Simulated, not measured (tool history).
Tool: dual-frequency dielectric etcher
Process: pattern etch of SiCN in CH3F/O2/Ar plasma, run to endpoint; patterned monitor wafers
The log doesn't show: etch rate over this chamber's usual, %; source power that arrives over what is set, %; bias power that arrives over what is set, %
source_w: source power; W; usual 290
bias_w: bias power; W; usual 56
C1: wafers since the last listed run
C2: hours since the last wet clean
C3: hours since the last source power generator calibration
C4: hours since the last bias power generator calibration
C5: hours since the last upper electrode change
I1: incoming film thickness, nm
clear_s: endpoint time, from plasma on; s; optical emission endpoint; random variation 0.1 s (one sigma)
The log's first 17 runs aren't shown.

{"run": 18, "hour": 1357.2, "source_w": 270, "bias_w": 61, "C1": 1357, "C2": 462.4, "C3": 379.3, "C4": 1026.7, "C5": 430.4, "I1": 10.14, "clear_s": 33}
{"run": 19, "hour": 1400.6, "source_w": 310, "bias_w": 45, "C1": 604, "C2": 505.8, "C3": 422.7, "C4": 1070.1, "C5": 473.8, "I1": 10.2, "clear_s": 34.1}
{"run": 20, "hour": 1463.6, "source_w": 230, "bias_w": 70, "C1": 876, "C2": 568.8, "C3": 485.7, "C4": 1133.1, "C5": 536.8, "I1": 10.23, "clear_s": 35}
{"run": 21, "hour": 1521.3, "source_w": 260, "bias_w": 56, "C1": 803, "C2": 626.5, "C3": 543.4, "C4": 1190.8, "C5": 594.5, "I1": 10.1, "clear_s": 34.9}
{"hour": 1552.1, "done": "wet clean of the chamber"}
{"run": 22, "hour": 1565.1, "source_w": 290, "bias_w": 69, "C1": 275, "C2": 13, "C3": 587.2, "C4": 1234.6, "C5": 638.3, "I1": 10.1, "clear_s": 29.9}
{"run": 23, "hour": 1665.4, "source_w": 270, "bias_w": 56, "C1": 1396, "C2": 113.3, "C3": 687.5, "C4": 1334.9, "C5": 738.6, "I1": 10.08, "clear_s": 34}
{"run": 24, "hour": 1731.8, "source_w": 360, "bias_w": 50, "C1": 924, "C2": 179.7, "C3": 753.9, "C4": 1401.3, "C5": 805, "I1": 10.31, "clear_s": 30.5}
{"run": 25, "hour": 1802.4, "source_w": 330, "bias_w": 56, "C1": 982, "C2": 250.3, "C3": 824.5, "C4": 1471.9, "C5": 875.6, "I1": 10.13, "clear_s": 30.2}
{"run": 26, "hour": 1840.8, "source_w": 230, "bias_w": 67, "C1": 534, "C2": 288.7, "C3": 862.9, "C4": 1510.3, "C5": 914, "I1": 10.12, "clear_s": 35.1}
{"run": 27, "hour": 1922.8, "source_w": 230, "bias_w": 51, "C1": 1141, "C2": 370.7, "C3": 944.9, "C4": 1592.3, "C5": 996, "I1": 10.18, "clear_s": 39.8}
{"run": 28, "hour": 1966.5, "source_w": 290, "bias_w": 56, "C1": 608, "C2": 414.4, "C3": 988.6, "C4": 1636, "C5": 1039.7, "I1": 10.2, "clear_s": 32.8}
{"run": 29, "hour": 2009.9, "source_w": 330, "bias_w": 70, "C1": 604, "C2": 457.8, "C3": 1032, "C4": 1679.4, "C5": 1083.1, "I1": 10.12, "clear_s": 27.7}

The next listed run, before its measurement:
{"run": 30, "hour": 2052.2, "source_w": 330, "bias_w": 66, "C1": 588, "C2": 500.1, "C3": 1074.3, "C4": 1721.7, "C5": 1125.4, "I1": 10.19, "clear_s": "?"}

clear_s: 28.4 s
Without the tool's hidden state the same run would have given clear_s 28.2 s.
